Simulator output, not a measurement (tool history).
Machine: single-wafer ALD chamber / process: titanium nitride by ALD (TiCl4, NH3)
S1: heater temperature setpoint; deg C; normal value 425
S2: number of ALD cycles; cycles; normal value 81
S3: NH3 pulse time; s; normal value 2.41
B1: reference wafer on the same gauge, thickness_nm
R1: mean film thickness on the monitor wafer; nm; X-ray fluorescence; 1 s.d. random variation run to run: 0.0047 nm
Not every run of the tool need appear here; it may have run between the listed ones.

run 1 hour=0.0 | S1=430 S2=81 S3=2.41 | B1=2.215 | R1=1.914
run 2 hour=70.8 | S1=430 S2=81 S3=2.41 | B1=2.215 | R1=1.922
run 3 hour=170.7 | S1=425 S2=81 S3=2.41 | B1=2.218 | R1=1.917
run 4 hour=226.1 | S1=425 S2=81 S3=2.41 | B1=2.220 | R1=1.915
run 5 hour=253.0 | S1=425 S2=81 S3=2.41 | B1=2.222 | R1=1.912
run 6 hour=278.4 | S1=425 S2=81 S3=1.86 | B1=2.221 | R1=1.903
run 7 hour=316.8 | S1=425 S2=81 S3=1.86 | B1=2.221 | R1=1.907
run 8 hour=356.6 | S1=425 S2=81 S3=1.86 | B1=2.222 | R1=1.913
run 9 hour=428.6 | S1=415 S2=81 S3=2.41 | B1=2.223 | R1=1.923
run 10 hour=480.2 | S1=429 S2=81 S3=1.68 | B1=2.223 | R1=1.897
run 11 hour=530.6 | S1=429 S2=81 S3=1.68 | B1=2.225 | R1=1.902
run 12 hour=577.8 | S1=425 S2=81 S3=2.41 | B1=2.225 | R1=1.927
run 13 hour=643.1 | S1=435 S2=81 S3=2.41 | B1=2.226 | R1=1.922
run 14 hour=694.9 | S1=435 S2=81 S3=2.41 | B1=2.226 | R1=1.924
run 15 hour=722.4 | S1=425 S2=81 S3=2.94 | B1=2.226 | R1=1.942
run 16 hour=782.3 | S1=425 S2=81 S3=2.94 | B1=2.226 | R1=1.933
run 17 hour=815.1 | S1=425 S2=88 S3=2.83 | B1=2.226 | R1=2.096
run 18 hour=851.3 | S1=425 S2=88 S3=2.83 | B1=2.227 | R1=2.099
run 19 hour=914.7 | S1=425 S2=94 S3=2.67 | B1=2.228 | R1=2.239
run 20 hour=982.0 | S1=418 S2=87 S3=3.29 | B1=2.227 | R1=2.081
run 21 hour=1029.9 | S1=437 S2=81 S3=2.88 | B1=2.200 | R1=1.902
run 22 hour=1085.5 | S1=430 S2=74 S3=2.80 | B1=2.203 | R1=1.738
run 23 hour=1128.5 | S1=425 S2=81 S3=2.41 | B1=2.207 | R1=1.910
run 24 hour=1169.6 | S1=425 S2=81 S3=2.41 | B1=2.208 | R1=1.907
run 25 hour=1227.5 | S1=429 S2=85 S3=2.41 | B1=2.212 | R1=2.005
run 26 hour=1293.6 | S1=438 S2=71 S3=2.41 | B1=2.214 | R1=1.673
run 27 hour=1318.7 | S1=425 S2=81 S3=2.41 | B1=2.215 | R1=1.919
run 28 hour=1352.2 | S1=425 S2=81 S3=3.02 | B1=2.216 | R1=1.927
run 29 hour=1378.5 | S1=425 S2=92 S3=2.41 | B1=2.218 | R1=2.177
run 30 hour=1408.3 | S1=425 S2=81 S3=2.41 | B1=2.219 | R1=1.914
run 31 hour=1444.0 | S1=416 S2=71 S3=1.67 | B1=2.221 | R1=1.653
run 32 hour=1509.5 | S1=411 S2=81 S3=2.41 | B1=2.221 | R1=1.911
run 33 hour=1560.0 | S1=421 S2=81 S3=2.41 | B1=2.223 | R1=1.927
run 34 hour=1588.4 | S1=425 S2=81 S3=2.41 | B1=2.223 | R1=1.916
run 35 hour=1622.1 | S1=425 S2=81 S3=2.41 | B1=2.224 | R1=1.923
run 36 hour=1667.5 | S1=434 S2=81 S3=2.41 | B1=2.225 | R1=1.927

Removed from this log: 3 entries logged between the listed runs. Between which two listed runs does each belong, and how does the tool's hidden state at the listed run before it compare with that at the listed run after it?
From run 13 to run 14: thermocouple changed; heater temperature recalibrated (hour 689.3)
  gauge reads high (%): 1.64 -> 1.65
  measured minus no-state result, R1: +0.031 -> +0.032 nm
From run 18 to run 19: showerhead replaced (hour 905.0)
  gauge reads high (%): 1.69 -> 1.71
  measured minus no-state result, R1: +0.035 -> +0.038 nm
From run 20 to run 21: gauge calibrated (hour 993.8)
  gauge reads high (%): 1.72 -> 0.381
  measured minus no-state result, R1: +0.035 -> +0.007 nm

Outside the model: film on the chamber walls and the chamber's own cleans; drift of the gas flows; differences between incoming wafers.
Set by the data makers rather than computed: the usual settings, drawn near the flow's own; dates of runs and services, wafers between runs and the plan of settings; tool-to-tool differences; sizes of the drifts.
